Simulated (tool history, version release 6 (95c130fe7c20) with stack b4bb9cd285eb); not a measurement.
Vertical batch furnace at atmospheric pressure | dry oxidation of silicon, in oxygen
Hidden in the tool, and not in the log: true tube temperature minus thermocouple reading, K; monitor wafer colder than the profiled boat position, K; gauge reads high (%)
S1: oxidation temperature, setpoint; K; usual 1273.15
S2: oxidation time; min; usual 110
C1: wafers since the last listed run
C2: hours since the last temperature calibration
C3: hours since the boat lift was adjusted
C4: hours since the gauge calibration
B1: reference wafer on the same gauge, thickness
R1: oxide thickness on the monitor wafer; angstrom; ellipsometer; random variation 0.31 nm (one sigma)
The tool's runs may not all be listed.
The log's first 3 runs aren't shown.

| run | hour | S1 | S2 | C1 | C2 | C3 | C4 | B1 | R1 |
|---|---|---|---|---|---|---|---|---|---|
| 4 | 76.4 | 1273.15 | 81 | 181 | 4680 | 4483.9 | 304.8 | 63.35 | 513.3 |
| 5 | 103.7 | 1273.15 | 110 | 234 | 4707.3 | 4511.2 | 332.1 | 63.32 | 639.7 |
| 6 | 140.4 | 1273.15 | 110 | 315 | 4744 | 4547.9 | 368.8 | 63.41 | 644.9 |
| 7 | 175.9 | 1273.15 | 110 | 305 | 4779.5 | 4583.4 | 404.3 | 63.49 | 639.2 |
| 8 | 203 | 1290.15 | 79.5 | 233 | 4806.6 | 4610.5 | 431.4 | 63.38 | 606 |
| 9 | 230.3 | 1273.15 | 110 | 234 | 4833.9 | 4637.8 | 458.7 | 63.47 | 635.8 |
| 10 | 249.7 | 1273.15 | 110 | 166 | 4853.3 | 4657.2 | 478.1 | 63.35 | 634.5 |
| 11 | 279.5 | 1280.15 | 110 | 256 | 4883.1 | 4687 | 507.9 | 63.49 | 680.4 |
| 12 | 311.8 | 1280.15 | 110 | 277 | 4915.4 | 4719.3 | 540.2 | 63.44 | 678.3 |
|  | 344.8 | gauge calibrated |
|  | 355.5 | thermocouples replaced and temperature profile calibrated |
| 13 | 356 | 1273.15 | 110 | 173 | 0.5 | 4763.5 | 11.2 | 63.44 | 638.9 |
| 14 | 367.2 | 1273.15 | 110 | 96 | 11.7 | 4774.7 | 22.4 | 63.32 | 637.7 |
| 15 | 400.5 | 1273.15 | 110 | 286 | 45 | 4808 | 55.7 | 63.46 | 637.6 |
| 16 | 434.5 | 1288.15 | 75 | 292 | 79 | 4842 | 89.7 | 63.42 | 566.7 |
| 17 | 452.2 | 1273.15 | 151.5 | 152 | 96.7 | 4859.7 | 107.4 | 63.36 | 795.1 |
| 18 | 470.5 | 1273.15 | 110 | 157 | 115 | 4878 | 125.7 | 63.29 | 635.6 |
|  | 549.9 | boat lift adjusted |
| 19 | 550.4 | 1273.15 | 110 | 480 | 194.9 | 0.5 | 205.6 | 63.31 | 640.5 |
| 20 | 555.4 | 1256.15 | 66.5 | 42 | 199.9 | 5.5 | 210.6 | 63.44 | 383.8 |
| 21 | 590.6 | 1273.15 | 156 | 302 | 235.1 | 40.7 | 245.8 | 63.33 | 815.4 |
| 22 | 607.6 | 1258.15 | 110 | 146 | 252.1 | 57.7 | 262.8 | 63.26 | 551.1 |
| 23 | 635 | 1261.15 | 82.5 | 235 | 279.5 | 85.1 | 290.2 | 63.46 | 466.6 |
| 24 | 670 | 1286.15 | 158.5 | 300 | 314.5 | 120.1 | 325.2 | 63.38 | 920 |
| 25 | 684 | 1293.15 | 140 | 120 | 328.5 | 134.1 | 339.2 | 63.41 | 911.8 |
| 26 | 718.9 | 1292.15 | 136 | 300 | 363.4 | 169 | 374.1 | 63.32 | 877.7 |

The next listed run, before its measurement:
| 27 | 739.1 | 1290.15 | 91.5 | 173 | 383.6 | 189.2 | 394.3 | ? | ? |

{"run 27": {"B1": 63.5, "R1": 668.3}}
Without the tool's hidden state the same run would have given R1 668.3 angstrom.
